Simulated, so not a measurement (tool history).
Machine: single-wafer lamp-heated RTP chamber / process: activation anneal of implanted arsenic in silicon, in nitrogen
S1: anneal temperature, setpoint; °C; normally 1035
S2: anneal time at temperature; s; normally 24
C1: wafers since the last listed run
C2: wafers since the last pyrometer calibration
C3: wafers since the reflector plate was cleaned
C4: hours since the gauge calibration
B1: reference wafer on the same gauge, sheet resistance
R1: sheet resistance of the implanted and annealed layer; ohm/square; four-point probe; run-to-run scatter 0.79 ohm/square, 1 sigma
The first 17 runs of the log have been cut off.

run    hour    S1  S2    C1    C2    C3      C4      B1      R1
     1167.7  -- gauge calibrated
 18  1181.7  1035  24   363  3753  3596      14  596.36  527.35
 19  1260.6  1035  24   636  4390  4233    92.9  596.02  525.83
 20  1331.5  1018  30   572  4962  4805   163.8  596.25  527.69
       1352  -- reflector plate cleaned
 21  1434.2  1035  32   764  5727   663   266.5  595.88  524.42
 22  1527.6  1035  34   753  6480  1417   359.9  596.06  521.55
 23  1620.3  1058  33   748  7228  2165   452.6  595.66   515.2
 24  1680.8  1049  24   488  7717  2653   513.1  595.53  522.55
     1694.6  -- pyrometer window cleaned and pyrometer calibrated
 25  1879.9  1012  34  1542  1495  4195   712.2  595.37  528.98
 26  1980.4  1019  24   811  2306  5007   812.7  595.22  528.66
 27  2022.5  1009  15   339  2646  5346   854.8  595.06  531.06
     2031.7  -- reflector plate cleaned
 28  2113.5  1056  24   669  3316   659   945.8  594.58  520.53
 29  2305.5  1049  30  1549  4865  2209  1137.8  593.65   519.4
 30  2371.4  1035  10   531  5397  2741  1203.7   593.9  528.63
 31    2441  1063  15   561  5959  3302  1273.3  592.97  521.85
 32  2479.8  1005  33   313  6272  3616  1312.1  593.23  525.61
 33  2554.2  1035  35   600  6872  4216  1386.5  592.76  521.29
 34  2612.7  1006  30   472  7344  4688    1445  592.35  527.12
 35  2663.4  1009  30   409  7754  5097  1495.7  592.11  524.91
     2725.9  -- reflector plate cleaned
 36  2741.3  1007  33   564  8318   124  1573.6  591.49  524.85
 37  2779.3  1058  24   306  8624   431  1611.6  591.35  516.93

Consider 3 possible next runs. They are alternatives, not a sequence: every one starts from the tool as it was left by run 37. What does each give?
  A  2779.7  1027  24   3  8628  434  1612   ?   ?
  B  2779.7  1013  37   3  8628  434  1612   ?   ?
  C  2779.7  1022  33   3  8628  434  1612   ?   ?

run      B1      R1
  A  591.41  523.64
  B  591.41  522.75
  C  591.41  522.06
Stripped of hidden state, with their random variation kept, the same runs would have yielded:
run      R1
  A  528.58
  B  527.69
  C  526.99

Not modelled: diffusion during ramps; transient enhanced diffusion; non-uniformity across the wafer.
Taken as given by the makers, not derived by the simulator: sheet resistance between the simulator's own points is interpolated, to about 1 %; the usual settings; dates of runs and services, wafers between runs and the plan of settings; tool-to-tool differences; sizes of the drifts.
